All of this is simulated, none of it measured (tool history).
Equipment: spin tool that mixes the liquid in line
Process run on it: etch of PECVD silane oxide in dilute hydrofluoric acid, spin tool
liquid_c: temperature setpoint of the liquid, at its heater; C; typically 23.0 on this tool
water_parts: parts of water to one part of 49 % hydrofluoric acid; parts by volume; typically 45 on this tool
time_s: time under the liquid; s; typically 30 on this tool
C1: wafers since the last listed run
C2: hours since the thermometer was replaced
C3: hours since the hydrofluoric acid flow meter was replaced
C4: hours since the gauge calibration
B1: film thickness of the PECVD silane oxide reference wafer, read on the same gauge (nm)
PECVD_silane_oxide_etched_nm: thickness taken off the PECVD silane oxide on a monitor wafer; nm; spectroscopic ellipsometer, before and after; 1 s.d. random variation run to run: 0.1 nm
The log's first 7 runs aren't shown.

run 8 hour=521.3 | liquid_c=19.0 water_parts=45 time_s=30 | C1=2553 C2=619.5 C3=166.6 C4=2309.5 | B1=30.01 | PECVD_silane_oxide_etched_nm=19.29
run 9 hour=572.1 | liquid_c=23.0 water_parts=25 time_s=50 | C1=786 C2=670.3 C3=217.4 C4=2360.3 | B1=29.97 | PECVD_silane_oxide_etched_nm=70.74
run 10 hour=636.5 | liquid_c=23.0 water_parts=45 time_s=30 | C1=996 C2=734.7 C3=281.8 C4=2424.7 | B1=30.03 | PECVD_silane_oxide_etched_nm=22.99
run 11 hour=688.6 | liquid_c=23.0 water_parts=45 time_s=30 | C1=806 C2=786.8 C3=333.9 C4=2476.8 | B1=29.98 | PECVD_silane_oxide_etched_nm=22.61
run 12 hour=718.4 | liquid_c=23.0 water_parts=45 time_s=30 | C1=461 C2=816.6 C3=363.7 C4=2506.6 | B1=29.95 | PECVD_silane_oxide_etched_nm=22.80
-- hour=722.5 thermometer replaced
-- hour=778.4 gauge calibrated
run 13 hour=778.8 | liquid_c=23.0 water_parts=45 time_s=15 | C1=919 C2=56.3 C3=424.1 C4=0.4 | B1=30.00 | PECVD_silane_oxide_etched_nm=12.02
run 14 hour=839.1 | liquid_c=21.0 water_parts=60 time_s=15 | C1=933 C2=116.6 C3=484.4 C4=60.7 | B1=29.99 | PECVD_silane_oxide_etched_nm=8.06
run 15 hour=866.4 | liquid_c=23.0 water_parts=45 time_s=30 | C1=422 C2=143.9 C3=511.7 C4=88.0 | B1=30.03 | PECVD_silane_oxide_etched_nm=23.85
run 16 hour=913.7 | liquid_c=21.5 water_parts=65 time_s=15 | C1=731 C2=191.2 C3=559.0 C4=135.3 | B1=30.04 | PECVD_silane_oxide_etched_nm=7.46
-- hour=939.0 hydrofluoric acid flow meter replaced
run 17 hour=1078.8 | liquid_c=23.0 water_parts=45 time_s=30 | C1=2539 C2=356.3 C3=139.8 C4=300.4 | B1=29.96 | PECVD_silane_oxide_etched_nm=23.42
run 18 hour=1148.7 | liquid_c=27.0 water_parts=50 time_s=45 | C1=1081 C2=426.2 C3=209.7 C4=370.3 | B1=30.02 | PECVD_silane_oxide_etched_nm=36.83
run 19 hour=1326.7 | liquid_c=25.0 water_parts=65 time_s=20 | C1=2754 C2=604.2 C3=387.7 C4=548.3 | B1=30.02 | PECVD_silane_oxide_etched_nm=11.26
run 20 hour=1396.1 | liquid_c=20.0 water_parts=45 time_s=30 | C1=1073 C2=673.6 C3=457.1 C4=617.7 | B1=29.97 | PECVD_silane_oxide_etched_nm=20.23
-- hour=1432.3 thermometer replaced
run 21 hour=1457.3 | liquid_c=23.0 water_parts=45 time_s=30 | C1=931 C2=25.0 C3=518.3 C4=678.9 | B1=30.03 | PECVD_silane_oxide_etched_nm=24.25
run 22 hour=1494.5 | liquid_c=23.0 water_parts=35 time_s=30 | C1=575 C2=62.2 C3=555.5 C4=716.1 | B1=29.99 | PECVD_silane_oxide_etched_nm=31.53
run 23 hour=1565.9 | liquid_c=23.0 water_parts=45 time_s=30 | C1=1104 C2=133.6 C3=626.9 C4=787.5 | B1=30.01 | PECVD_silane_oxide_etched_nm=23.86
run 24 hour=1605.2 | liquid_c=21.5 water_parts=45 time_s=30 | C1=608 C2=172.9 C3=666.2 C4=826.8 | B1=30.01 | PECVD_silane_oxide_etched_nm=22.59
run 25 hour=1632.7 | liquid_c=23.0 water_parts=50 time_s=20 | C1=425 C2=200.4 C3=693.7 C4=854.3 | B1=29.99 | PECVD_silane_oxide_etched_nm=14.19
-- hour=1683.6 hydrofluoric acid flow meter replaced
run 26 hour=1686.4 | liquid_c=23.0 water_parts=45 time_s=40 | C1=815 C2=254.1 C3=2.8 C4=908.0 | B1=29.96 | PECVD_silane_oxide_etched_nm=31.60
run 27 hour=1833.4 | liquid_c=23.0 water_parts=45 time_s=30 | C1=2274 C2=401.1 C3=149.8 C4=1055.0 | B1=30.01 | PECVD_silane_oxide_etched_nm=23.59
run 28 hour=1884.9 | liquid_c=23.0 water_parts=45 time_s=30 | C1=796 C2=452.6 C3=201.3 C4=1106.5 | B1=29.96 | PECVD_silane_oxide_etched_nm=23.57
run 29 hour=1927.6 | liquid_c=19.5 water_parts=30 time_s=40 | C1=660 C2=495.3 C3=244.0 C4=1149.2 | B1=30.01 | PECVD_silane_oxide_etched_nm=41.04
run 30 hour=2086.0 | liquid_c=20.5 water_parts=45 time_s=30 | C1=2451 C2=653.7 C3=402.4 C4=1307.6 | B1=30.00 | PECVD_silane_oxide_etched_nm=20.80
run 31 hour=2133.0 | liquid_c=26.0 water_parts=55 time_s=50 | C1=727 C2=700.7 C3=449.4 C4=1354.6 | B1=29.98 | PECVD_silane_oxide_etched_nm=35.25
run 32 hour=2162.8 | liquid_c=27.5 water_parts=45 time_s=15 | C1=461 C2=730.5 C3=479.2 C4=1384.4 | B1=30.00 | PECVD_silane_oxide_etched_nm=13.89

5 options for the next run, each taken on its own from the tool as it stands now. Forecast them:
run A hour=2163.2 | liquid_c=23.0 water_parts=45 time_s=30 | C1=6 C2=730.9 C3=479.6 C4=1384.8 | B1=? | PECVD_silane_oxide_etched_nm=?
run B hour=2163.2 | liquid_c=23.0 water_parts=45 time_s=45 | C1=6 C2=730.9 C3=479.6 C4=1384.8 | B1=? | PECVD_silane_oxide_etched_nm=?
run C hour=2163.2 | liquid_c=23.0 water_parts=65 time_s=20 | C1=6 C2=730.9 C3=479.6 C4=1384.8 | B1=? | PECVD_silane_oxide_etched_nm=?
run D hour=2163.2 | liquid_c=19.0 water_parts=35 time_s=30 | C1=6 C2=730.9 C3=479.6 C4=1384.8 | B1=? | PECVD_silane_oxide_etched_nm=?
run E hour=2163.2 | liquid_c=23.0 water_parts=40 time_s=30 | C1=6 C2=730.9 C3=479.6 C4=1384.8 | B1=? | PECVD_silane_oxide_etched_nm=?

run=A B1=29.97 PECVD_silane_oxide_etched_nm=23.06
run=B B1=29.97 PECVD_silane_oxide_etched_nm=34.59
run=C B1=29.97 PECVD_silane_oxide_etched_nm=10.38
run=D B1=29.97 PECVD_silane_oxide_etched_nm=25.28
run=E B1=29.97 PECVD_silane_oxide_etched_nm=26.11
Without the tool's hidden state the same runs would have given:
run=A PECVD_silane_oxide_etched_nm=24.22
run=B PECVD_silane_oxide_etched_nm=36.33
run=C PECVD_silane_oxide_etched_nm=10.89
run=D PECVD_silane_oxide_etched_nm=26.60
run=E PECVD_silane_oxide_etched_nm=27.42

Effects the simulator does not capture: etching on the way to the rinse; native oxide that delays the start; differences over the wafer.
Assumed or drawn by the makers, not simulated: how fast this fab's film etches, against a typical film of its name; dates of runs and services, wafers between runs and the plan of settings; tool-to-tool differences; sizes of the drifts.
